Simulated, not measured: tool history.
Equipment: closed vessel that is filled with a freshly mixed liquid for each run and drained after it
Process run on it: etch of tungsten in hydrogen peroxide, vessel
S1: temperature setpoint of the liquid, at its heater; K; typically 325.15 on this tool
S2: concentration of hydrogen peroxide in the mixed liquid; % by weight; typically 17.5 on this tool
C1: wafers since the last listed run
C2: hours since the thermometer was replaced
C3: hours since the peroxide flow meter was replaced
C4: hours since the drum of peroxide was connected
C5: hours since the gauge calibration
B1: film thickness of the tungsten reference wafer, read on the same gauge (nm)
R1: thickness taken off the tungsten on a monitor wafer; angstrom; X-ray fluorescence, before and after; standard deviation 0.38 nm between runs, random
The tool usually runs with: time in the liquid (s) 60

Run 1, hour 0.0: usual settings; C1 0; C2 508.8; C3 922.7; C4 1035.2; C5 303.5; B1 80.01. Result: R1 524.7 angstrom.
Run 2, hour 45.1: usual settings; C1 4809; C2 553.9; C3 967.8; C4 1080.3; C5 348.6; B1 80.01. Result: R1 523.7 angstrom.
Run 3, hour 82.6: usual settings but S2 19.0 % by weight; C1 3998; C2 591.4; C3 1005.3; C4 1117.8; C5 386.1; B1 80.00. Result: R1 540.5 angstrom.
Run 4, hour 139.8: usual settings but S2 19.0 % by weight; C1 6099; C2 648.6; C3 1062.5; C4 1175.0; C5 443.3; B1 80.03. Result: R1 550.0 angstrom.
Run 5, hour 170.1: usual settings but S2 19.0 % by weight; C1 3230; C2 678.9; C3 1092.8; C4 1205.3; C5 473.6; B1 79.99. Result: R1 551.3 angstrom.
At hour 184.4: gauge calibrated.
Run 6, hour 199.3: usual settings; C1 3113; C2 708.1; C3 1122.0; C4 1234.5; C5 14.9; B1 79.99. Result: R1 520.4 angstrom.
Run 7, hour 261.4: usual settings; C1 6621; C2 770.2; C3 1184.1; C4 1296.6; C5 77.0; B1 79.98. Result: R1 535.8 angstrom.
Run 8, hour 321.1: usual settings; C1 6365; C2 829.9; C3 1243.8; C4 1356.3; C5 136.7; B1 80.02. Result: R1 523.5 angstrom.
Run 9, hour 384.5: usual settings but S2 19.0 % by weight, time in the liquid (s) 85; C1 6760; C2 893.3; C3 1307.2; C4 1419.7; C5 200.1; B1 79.99. Result: R1 779.4 angstrom.
At hour 408.4: new drum of peroxide connected.
Run 10, hour 416.7: usual settings but S2 19.0 % by weight, time in the liquid (s) 85; C1 3326; C2 925.5; C3 1339.4; C4 8.3; C5 232.3; B1 80.03. Result: R1 785.5 angstrom.
Run 11, hour 458.9: usual settings; C1 4499; C2 967.7; C3 1381.6; C4 50.5; C5 274.5; B1 80.01. Result: R1 531.8 angstrom.
Run 12, hour 491.1: usual settings but S1 318.15 K, S2 16.0 % by weight, time in the liquid (s) 75; C1 3433; C2 999.9; C3 1413.8; C4 82.7; C5 306.7; B1 79.97. Result: R1 412.0 angstrom.
Run 13, hour 534.9: usual settings but time in the liquid (s) 30; C1 4670; C2 1043.7; C3 1457.6; C4 126.5; C5 350.5; B1 80.01. Result: R1 262.9 angstrom.
At hour 536.0: thermometer replaced.
Run 14, hour 568.2: usual settings but S2 19.5 % by weight; C1 3444; C2 32.2; C3 1490.9; C4 159.8; C5 383.8; B1 79.99. Result: R1 554.8 angstrom.
Run 15, hour 634.9: usual settings but S1 333.15 K, S2 14.0 % by weight, time in the liquid (s) 70; C1 7112; C2 98.9; C3 1557.6; C4 226.5; C5 450.5; B1 80.00. Result: R1 890.7 angstrom.
At hour 667.5: peroxide flow meter replaced.
At hour 703.9: gauge calibrated.
Run 16, hour 808.5: usual settings but S1 320.15 K, S2 22.5 % by weight; C1 18404; C2 272.5; C3 141.0; C4 400.1; C5 104.6; B1 80.01. Result: R1 431.1 angstrom.
Run 17, hour 835.6: usual settings but S2 20.5 % by weight; C1 2889; C2 299.6; C3 168.1; C4 427.2; C5 131.7; B1 80.03. Result: R1 561.8 angstrom.
Run 18, hour 863.1: usual settings but S2 13.5 % by weight; C1 2932; C2 327.1; C3 195.6; C4 454.7; C5 159.2; B1 80.00. Result: R1 456.6 angstrom.
Run 19, hour 908.5: usual settings; C1 4841; C2 372.5; C3 241.0; C4 500.1; C5 204.6; B1 80.01. Result: R1 528.7 angstrom.
Run 20, hour 955.0: usual settings but S2 21.0 % by weight, time in the liquid (s) 80; C1 4958; C2 419.0; C3 287.5; C4 546.6; C5 251.1; B1 79.98. Result: R1 764.2 angstrom.

Branching from run 20: 4 alternative next runs. What would each branch give?
Run A, hour 955.7: usual settings but S2 22.0 % by weight; C1 74; C2 419.7; C3 288.2; C4 547.3; C5 251.8; B1 ?. Result: R1 ?.
Run B, hour 955.7: usual settings but S1 328.65 K, S2 22.0 % by weight, time in the liquid (s) 45; C1 74; C2 419.7; C3 288.2; C4 547.3; C5 251.8; B1 ?. Result: R1 ?.
Run C, hour 955.7: usual settings but S1 327.65 K, S2 21.5 % by weight, time in the liquid (s) 90; C1 74; C2 419.7; C3 288.2; C4 547.3; C5 251.8; B1 ?. Result: R1 ?.
Run D, hour 955.7: usual settings but S1 329.15 K, S2 19.0 % by weight, time in the liquid (s) 75; C1 74; C2 419.7; C3 288.2; C4 547.3; C5 251.8; B1 ?. Result: R1 ?.

run     B1      R1
  A  80.02   593.3
  B  80.02   548.5
  C  80.02  1022.0
  D  80.02   874.9
Had the tool no hidden state, the same runs would have come out as:
run      R1
  A   593.3
  B   548.5
  C  1022.0
  D   874.9
